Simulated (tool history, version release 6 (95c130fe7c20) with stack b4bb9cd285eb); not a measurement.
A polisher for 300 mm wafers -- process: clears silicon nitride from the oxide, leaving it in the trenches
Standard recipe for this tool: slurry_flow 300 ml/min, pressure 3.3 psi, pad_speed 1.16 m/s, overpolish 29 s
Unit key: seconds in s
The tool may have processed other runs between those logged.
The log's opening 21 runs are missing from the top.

run      day  slurry_flow  pressure  pad_speed  overpolish  incoming thickness of the incoming film, nm  seconds
 22   75.450          200       3.8       1.54          29                                         78.9     66.9
 23   78.225          300       3.3       0.90          21                                         78.6     95.9
      80.833  -- slurry nozzle cleaned
 24   81.267          300       3.3       1.16          29                                         78.9     85.7
 25   85.533          255       2.1       1.16          29                                         80.3    122.1
 26   89.883          220       3.1       1.16          29                                         78.6     92.2
      91.233  -- worn pad replaced by a new one
      93.317  -- head pressure recalibrated
 27   93.650          200       3.3       1.16          36                                         81.3     88.5
 28   96.900          300       3.8       1.16          29                                         80.3     76.2
 29   98.750          300       2.8       0.88          29                                         80.0    106.6
 30  102.142          300       3.3       1.16          29                                         79.5     87.5

Predict each of these 3 candidate next runs independently; none follows another, all start after run 30:
  A  102.162          300       3.3       1.16          29                                         80.3        ?
  B  102.162          300       3.3       1.04          22                                         80.3        ?
  C  102.162          230       3.9       0.98          29                                         80.3        ?

run  seconds
  A     86.2
  B     91.1
  C     84.4
The same runs, with their run-to-run variation unchanged, on a tool lacking any hidden condition would have given:
run  seconds
  A     80.5
  B     85.2
  C     78.8

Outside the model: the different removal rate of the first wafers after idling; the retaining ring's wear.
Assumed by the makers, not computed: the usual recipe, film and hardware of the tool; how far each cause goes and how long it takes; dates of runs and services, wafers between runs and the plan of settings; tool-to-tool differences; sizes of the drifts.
